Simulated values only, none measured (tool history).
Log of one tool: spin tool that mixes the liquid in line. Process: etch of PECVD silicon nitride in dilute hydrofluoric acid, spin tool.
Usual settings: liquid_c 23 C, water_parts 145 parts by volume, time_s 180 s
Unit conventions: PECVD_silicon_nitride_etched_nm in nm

run   hour  liquid_c  water_parts  time_s  wafers since the last listed run  hours since the thermometer was replaced  hours since the hydrofluoric acid flow meter was replaced  hours since the gauge calibration  read-back film thickness of the PECVD silicon nitride reference wafer, read on the same gauge (nm)  PECVD_silicon_nitride_etched_nm
  1    0.0        23          145     150                                 0                                     909.8                                                     1362.0                              234.6                                                                                             150.001                            3.645
  2   35.2        23          145     150                               296                                     945.0                                                     1397.2                              269.8                                                                                             150.006                            3.700
  3   62.1        23          145     150                               226                                     971.9                                                     1424.1                              296.7                                                                                             149.995                            3.744
  4   85.1        23          165     180                               193                                     994.9                                                     1447.1                              319.7                                                                                             150.030                            3.882
  5   97.8        23          165     180                               106                                    1007.6                                                     1459.8                              332.4                                                                                             150.006                            3.950
  6  112.9        26          145     180                               127                                    1022.7                                                     1474.9                              347.5                                                                                             149.993                            5.448
  7  142.0        26          145     180                               244                                    1051.8                                                     1504.0                              376.6                                                                                             150.003                            5.384
     176.0  -- hydrofluoric acid flow meter replaced
  8  176.4        23          145     180                               280                                    1086.2                                                        0.4                              411.0                                                                                             149.996                            4.534
     188.7  -- gauge calibrated
  9  195.0        23          145     180                               156                                    1104.8                                                       19.0                                6.3                                                                                             150.018                            4.496
 10  217.9        23          145     180                               192                                    1127.7                                                       41.9                               29.2                                                                                             149.995                            4.532

Run 11 has not been measured yet. What should we expect?
 11  230.2        26          145     180                               103                                    1140.0                                                       54.2                               41.5                                                                                                   ?                                ?

{"run 11": {"read-back film thickness of the PECVD silicon nitride reference wafer, read on the same gauge (nm)": 150.0, "PECVD_silicon_nitride_etched_nm": 5.534}}
The same run, on a tool lacking any hidden state, would have yielded PECVD_silicon_nitride_etched_nm 4.797 nm.

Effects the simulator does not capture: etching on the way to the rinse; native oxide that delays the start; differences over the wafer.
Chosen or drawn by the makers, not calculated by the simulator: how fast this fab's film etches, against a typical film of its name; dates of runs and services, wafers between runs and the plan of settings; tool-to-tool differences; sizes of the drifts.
